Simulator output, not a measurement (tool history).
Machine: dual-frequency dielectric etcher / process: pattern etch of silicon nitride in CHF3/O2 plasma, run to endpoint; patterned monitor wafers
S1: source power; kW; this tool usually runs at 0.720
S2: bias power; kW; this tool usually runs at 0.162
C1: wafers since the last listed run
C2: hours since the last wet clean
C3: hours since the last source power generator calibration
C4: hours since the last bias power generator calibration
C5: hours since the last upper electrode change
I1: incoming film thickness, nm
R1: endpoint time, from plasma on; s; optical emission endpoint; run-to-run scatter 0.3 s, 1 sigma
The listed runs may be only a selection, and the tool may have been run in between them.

Run 1, day 0.000: usual settings but S1 0.820 kW; C1 0; C2 334.2; C3 4445.2; C4 2865.4; C5 1859.9; I1 71.9. Result: R1 41.5 s.
Run 2, day 0.625: usual settings but S1 0.820 kW; C1 152; C2 349.2; C3 4460.2; C4 2880.4; C5 1874.9; I1 71.6. Result: R1 41.4 s.
Run 3, day 1.108: usual settings but S1 0.820 kW; C1 117; C2 360.8; C3 4471.8; C4 2892.0; C5 1886.5; I1 71.8. Result: R1 41.4 s.
Run 4, day 1.375: usual settings; C1 65; C2 367.2; C3 4478.2; C4 2898.4; C5 1892.9; I1 71.8. Result: R1 45.2 s.
Run 5, day 1.975: usual settings but S2 0.143 kW; C1 146; C2 381.6; C3 4492.6; C4 2912.8; C5 1907.3; I1 71.3. Result: R1 47.2 s.
Run 6, day 2.662: usual settings but S2 0.143 kW; C1 167; C2 398.1; C3 4509.1; C4 2929.3; C5 1923.8; I1 71.8. Result: R1 47.1 s.
Run 7, day 3.204: usual settings but S2 0.143 kW; C1 132; C2 411.1; C3 4522.1; C4 2942.3; C5 1936.8; I1 72.2. Result: R1 47.2 s.
Run 8, day 3.917: usual settings; C1 173; C2 428.2; C3 4539.2; C4 2959.4; C5 1953.9; I1 71.5. Result: R1 44.8 s.
Run 9, day 4.408: usual settings; C1 119; C2 440.0; C3 4551.0; C4 2971.2; C5 1965.7; I1 72.1. Result: R1 44.6 s.
Run 10, day 5.112: usual settings; C1 171; C2 456.9; C3 4567.9; C4 2988.1; C5 1982.6; I1 71.5. Result: R1 44.3 s.
Run 11, day 5.729: usual settings; C1 150; C2 471.7; C3 4582.7; C4 3002.9; C5 1997.4; I1 72.0. Result: R1 44.6 s.
Run 12, day 6.079: usual settings; C1 85; C2 480.1; C3 4591.1; C4 3011.3; C5 2005.8; I1 71.8. Result: R1 44.6 s.
Run 13, day 6.442: usual settings; C1 88; C2 488.8; C3 4599.8; C4 3020.0; C5 2014.5; I1 71.6. Result: R1 44.0 s.
Run 14, day 7.033: usual settings; C1 144; C2 503.0; C3 4614.0; C4 3034.2; C5 2028.7; I1 71.9. Result: R1 44.3 s.
At day 8.496: wet clean of the chamber.
At day 8.558: upper electrode replaced.
Run 15, day 8.579: usual settings but S1 0.620 kW, S2 0.192 kW; C1 118; C2 2.0; C3 4651.1; C4 3071.3; C5 0.5; I1 72.3. Result: R1 47.5 s.
Run 16, day 8.592: usual settings but S1 0.610 kW, S2 0.132 kW; C1 3; C2 2.3; C3 4651.4; C4 3071.6; C5 0.8; I1 71.9. Result: R1 56.9 s.
Run 17, day 8.604: usual settings; C1 3; C2 2.6; C3 4651.7; C4 3071.9; C5 1.1; I1 72.1. Result: R1 46.4 s.
Run 18, day 8.729: usual settings but S2 0.187 kW; C1 30; C2 5.6; C3 4654.7; C4 3074.9; C5 4.1; I1 72.6. Result: R1 43.4 s.
Run 19, day 9.021: usual settings but S2 0.181 kW; C1 71; C2 12.6; C3 4661.7; C4 3081.9; C5 11.1; I1 71.1. Result: R1 44.0 s.
Run 20, day 9.446: usual settings but S1 0.770 kW, S2 0.142 kW; C1 103; C2 22.8; C3 4671.9; C4 3092.1; C5 21.3; I1 71.5. Result: R1 46.7 s.
Run 21, day 9.775: usual settings but S1 0.600 kW, S2 0.122 kW; C1 80; C2 30.7; C3 4679.8; C4 3100.0; C5 29.2; I1 71.6. Result: R1 58.8 s.
Run 22, day 10.288: usual settings; C1 125; C2 43.0; C3 4692.1; C4 3112.3; C5 41.5; I1 72.4. Result: R1 46.3 s.
At day 10.704: bias power generator calibrated.
Run 23, day 11.204: usual settings; C1 182; C2 65.0; C3 4714.1; C4 12.0; C5 63.5; I1 72.1. Result: R1 46.1 s.
Run 24, day 11.708: usual settings but S1 0.790 kW, S2 0.123 kW; C1 122; C2 77.1; C3 4726.2; C4 24.1; C5 75.6; I1 72.4. Result: R1 49.1 s.
At day 12.396: source power generator calibrated.
Run 25, day 12.417: usual settings but S1 0.620 kW, S2 0.139 kW; C1 132; C2 94.1; C3 0.5; C4 41.1; C5 92.6; I1 71.9. Result: R1 53.6 s.
Run 26, day 12.771: usual settings but S1 0.830 kW, S2 0.196 kW; C1 86; C2 102.6; C3 9.0; C4 49.6; C5 101.1; I1 72.1. Result: R1 39.1 s.
Run 27, day 13.179: usual settings but S1 0.780 kW; C1 99; C2 112.4; C3 18.8; C4 59.4; C5 110.9; I1 72.2. Result: R1 44.0 s.
Run 28, day 13.554: usual settings but S1 0.670 kW; C1 91; C2 121.4; C3 27.8; C4 68.4; C5 119.9; I1 72.2. Result: R1 48.2 s.
Run 29, day 13.862: usual settings but S1 0.870 kW, S2 0.185 kW; C1 75; C2 128.8; C3 35.2; C4 75.8; C5 127.3; I1 72.5. Result: R1 39.1 s.
Run 30, day 14.233: usual settings; C1 90; C2 137.7; C3 44.1; C4 84.7; C5 136.2; I1 72.2. Result: R1 46.2 s.
Run 31, day 14.508: usual settings but S1 0.610 kW, S2 0.130 kW; C1 67; C2 144.3; C3 50.7; C4 91.3; C5 142.8; I1 71.6. Result: R1 56.6 s.
Run 32, day 14.975: usual settings; C1 113; C2 155.5; C3 61.9; C4 102.5; C5 154.0; I1 72.2. Result: R1 46.0 s.
Run 33, day 15.438: usual settings; C1 112; C2 166.6; C3 73.0; C4 113.6; C5 165.1; I1 72.2. Result: R1 45.4 s.
Run 34, day 16.104: usual settings; C1 162; C2 182.6; C3 89.0; C4 129.6; C5 181.1; I1 72.6. Result: R1 46.0 s.
Run 35, day 16.779: usual settings but S1 0.780 kW, S2 0.198 kW; C1 164; C2 198.8; C3 105.2; C4 145.8; C5 197.3; I1 71.3. Result: R1 39.6 s.
Run 36, day 17.112: usual settings but S1 0.800 kW, S2 0.198 kW; C1 81; C2 206.8; C3 113.2; C4 153.8; C5 205.3; I1 72.6. Result: R1 39.8 s.

What the log doesn't show, run by run:
source power that arrives over what is set, %: 0 across all the runs
bias power that arrives over what is set, %: 0 across all the runs
H1: etch rate over this chamber's usual, %
run     H1
  1   2.76
  2   2.89
  3   2.99
  4   3.04
  5   3.16
  6    3.3
  7   3.41
  8   3.56
  9   3.66
 10    3.8
 11   3.92
 12   3.99
 13   4.07
 14   4.19
 15  0.207
 16   0.21
 17  0.212
 18  0.237
 19  0.296
 20  0.382
 21  0.449
 22  0.553
 23  0.738
 24   0.84
 25  0.983
 26   1.05
 27   1.14
 28   1.21
 29   1.28
 30   1.35
 31   1.41
 32    1.5
 33   1.59
 34   1.73
 35   1.87
 36   1.93
